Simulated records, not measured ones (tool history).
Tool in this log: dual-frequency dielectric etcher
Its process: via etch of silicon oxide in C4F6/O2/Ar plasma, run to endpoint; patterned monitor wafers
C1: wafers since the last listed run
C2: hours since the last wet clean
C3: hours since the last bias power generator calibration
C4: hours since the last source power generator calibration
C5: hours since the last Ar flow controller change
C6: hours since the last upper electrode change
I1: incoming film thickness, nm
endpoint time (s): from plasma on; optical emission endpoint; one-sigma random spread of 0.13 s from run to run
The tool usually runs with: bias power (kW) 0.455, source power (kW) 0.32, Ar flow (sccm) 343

{"run": 1, "hour": 0.0, "bias power (kW)": 0.455, "source power (kW)": 0.32, "Ar flow (sccm)": 343, "C1": 0, "C2": 138.4, "C3": 3770.2, "C4": 1095.6, "C5": 2738.6, "C6": 2986.5, "I1": 107.5, "endpoint time (s)": 24.7}
{"run": 2, "hour": 57.5, "bias power (kW)": 0.455, "source power (kW)": 0.32, "Ar flow (sccm)": 343, "C1": 805, "C2": 195.9, "C3": 3827.7, "C4": 1153.1, "C5": 2796.1, "C6": 3044, "I1": 106.6, "endpoint time (s)": 24.4}
{"run": 3, "hour": 119.2, "bias power (kW)": 0.455, "source power (kW)": 0.32, "Ar flow (sccm)": 343, "C1": 864, "C2": 257.6, "C3": 3889.4, "C4": 1214.8, "C5": 2857.8, "C6": 3105.7, "I1": 107, "endpoint time (s)": 24.4}
{"run": 4, "hour": 143.9, "bias power (kW)": 0.455, "source power (kW)": 0.32, "Ar flow (sccm)": 309, "C1": 346, "C2": 282.3, "C3": 3914.1, "C4": 1239.5, "C5": 2882.5, "C6": 3130.4, "I1": 107.6, "endpoint time (s)": 24.2}
{"run": 5, "hour": 214.6, "bias power (kW)": 0.455, "source power (kW)": 0.32, "Ar flow (sccm)": 309, "C1": 990, "C2": 353, "C3": 3984.8, "C4": 1310.2, "C5": 2953.2, "C6": 3201.1, "I1": 107.2, "endpoint time (s)": 23.8}
{"run": 6, "hour": 283.7, "bias power (kW)": 0.455, "source power (kW)": 0.27, "Ar flow (sccm)": 343, "C1": 967, "C2": 422.1, "C3": 4053.9, "C4": 1379.3, "C5": 3022.3, "C6": 3270.2, "I1": 106.7, "endpoint time (s)": 27.1}
{"run": 7, "hour": 348.2, "bias power (kW)": 0.455, "source power (kW)": 0.27, "Ar flow (sccm)": 343, "C1": 903, "C2": 486.6, "C3": 4118.4, "C4": 1443.8, "C5": 3086.8, "C6": 3334.7, "I1": 105.9, "endpoint time (s)": 26.5}
{"run": 8, "hour": 408.3, "bias power (kW)": 0.365, "source power (kW)": 0.32, "Ar flow (sccm)": 343, "C1": 841, "C2": 546.7, "C3": 4178.5, "C4": 1503.9, "C5": 3146.9, "C6": 3394.8, "I1": 107.3, "endpoint time (s)": 27.2}
{"hour": 433.4, "done": "source power generator calibrated"}
{"run": 9, "hour": 436.6, "bias power (kW)": 0.365, "source power (kW)": 0.32, "Ar flow (sccm)": 343, "C1": 340, "C2": 575, "C3": 4206.8, "C4": 3.2, "C5": 3175.2, "C6": 3423.1, "I1": 107.1, "endpoint time (s)": 27.3}
{"hour": 459.9, "done": "bias power generator calibrated"}
{"run": 10, "hour": 468.0, "bias power (kW)": 0.365, "source power (kW)": 0.32, "Ar flow (sccm)": 343, "C1": 383, "C2": 606.4, "C3": 8.1, "C4": 34.6, "C5": 3206.6, "C6": 3454.5, "I1": 107.7, "endpoint time (s)": 27.4}
{"hour": 503.8, "done": "wet clean of the chamber"}
{"run": 11, "hour": 515.2, "bias power (kW)": 0.455, "source power (kW)": 0.38, "Ar flow (sccm)": 343, "C1": 324, "C2": 11.4, "C3": 55.3, "C4": 81.8, "C5": 3253.8, "C6": 3501.7, "I1": 107.1, "endpoint time (s)": 22.6}
{"hour": 554.2, "done": "upper electrode replaced"}
{"hour": 560.6, "done": "Ar flow controller replaced"}
{"run": 12, "hour": 584.2, "bias power (kW)": 0.484, "source power (kW)": 0.27, "Ar flow (sccm)": 343, "C1": 546, "C2": 80.4, "C3": 124.3, "C4": 150.8, "C5": 23.6, "C6": 30, "I1": 105.3, "endpoint time (s)": 26.4}
{"run": 13, "hour": 635.5, "bias power (kW)": 0.484, "source power (kW)": 0.27, "Ar flow (sccm)": 343, "C1": 718, "C2": 131.7, "C3": 175.6, "C4": 202.1, "C5": 74.9, "C6": 81.3, "I1": 107, "endpoint time (s)": 26.7}
{"run": 14, "hour": 663.3, "bias power (kW)": 0.455, "source power (kW)": 0.27, "Ar flow (sccm)": 366, "C1": 389, "C2": 159.5, "C3": 203.4, "C4": 229.9, "C5": 102.7, "C6": 109.1, "I1": 106.2, "endpoint time (s)": 27.9}
{"run": 15, "hour": 692.1, "bias power (kW)": 0.455, "source power (kW)": 0.32, "Ar flow (sccm)": 311, "C1": 403, "C2": 188.3, "C3": 232.2, "C4": 258.7, "C5": 131.5, "C6": 137.9, "I1": 107.4, "endpoint time (s)": 24.6}
{"run": 16, "hour": 719.8, "bias power (kW)": 0.455, "source power (kW)": 0.32, "Ar flow (sccm)": 294, "C1": 388, "C2": 216, "C3": 259.9, "C4": 286.4, "C5": 159.2, "C6": 165.6, "I1": 107.3, "endpoint time (s)": 24.3}
{"run": 17, "hour": 755.9, "bias power (kW)": 0.51, "source power (kW)": 0.34, "Ar flow (sccm)": 343, "C1": 505, "C2": 252.1, "C3": 296, "C4": 322.5, "C5": 195.3, "C6": 201.7, "I1": 106.7, "endpoint time (s)": 22.5}
{"run": 18, "hour": 798.5, "bias power (kW)": 0.387, "source power (kW)": 0.34, "Ar flow (sccm)": 408, "C1": 596, "C2": 294.7, "C3": 338.6, "C4": 365.1, "C5": 237.9, "C6": 244.3, "I1": 106.7, "endpoint time (s)": 26.5}
{"run": 19, "hour": 830.0, "bias power (kW)": 0.455, "source power (kW)": 0.32, "Ar flow (sccm)": 315, "C1": 441, "C2": 326.2, "C3": 370.1, "C4": 396.6, "C5": 269.4, "C6": 275.8, "I1": 106.5, "endpoint time (s)": 23.9}
{"run": 20, "hour": 862.4, "bias power (kW)": 0.455, "source power (kW)": 0.32, "Ar flow (sccm)": 292, "C1": 453, "C2": 358.6, "C3": 402.5, "C4": 429, "C5": 301.8, "C6": 308.2, "I1": 105.9, "endpoint time (s)": 23.5}
{"run": 21, "hour": 890.7, "bias power (kW)": 0.424, "source power (kW)": 0.36, "Ar flow (sccm)": 343, "C1": 396, "C2": 386.9, "C3": 430.8, "C4": 457.3, "C5": 330.1, "C6": 336.5, "I1": 106.4, "endpoint time (s)": 23.6}
{"run": 22, "hour": 917.0, "bias power (kW)": 0.455, "source power (kW)": 0.32, "Ar flow (sccm)": 343, "C1": 368, "C2": 413.2, "C3": 457.1, "C4": 483.6, "C5": 356.4, "C6": 362.8, "I1": 106, "endpoint time (s)": 24.2}
{"run": 23, "hour": 968.6, "bias power (kW)": 0.423, "source power (kW)": 0.26, "Ar flow (sccm)": 343, "C1": 722, "C2": 464.8, "C3": 508.7, "C4": 535.2, "C5": 408, "C6": 414.4, "I1": 106.8, "endpoint time (s)": 29}
{"hour": 1011.8, "done": "wet clean of the chamber"}
{"run": 24, "hour": 1038.2, "bias power (kW)": 0.563, "source power (kW)": 0.32, "Ar flow (sccm)": 343, "C1": 638, "C2": 26.4, "C3": 578.3, "C4": 604.8, "C5": 477.6, "C6": 484, "I1": 107.2, "endpoint time (s)": 22.4}

Run 25 has not been measured yet. What should we expect?
{"run": 25, "hour": 1065.0, "bias power (kW)": 0.521, "source power (kW)": 0.32, "Ar flow (sccm)": 321, "C1": 375, "C2": 53.2, "C3": 605.1, "C4": 631.6, "C5": 504.4, "C6": 510.8, "I1": 107.6, "endpoint time (s)": "?"}

For run 25 the tool returned endpoint time (s) 22.9.
If the tool had no hidden condition, the same run with the same run-to-run variation would have returned endpoint time (s) 23.3.
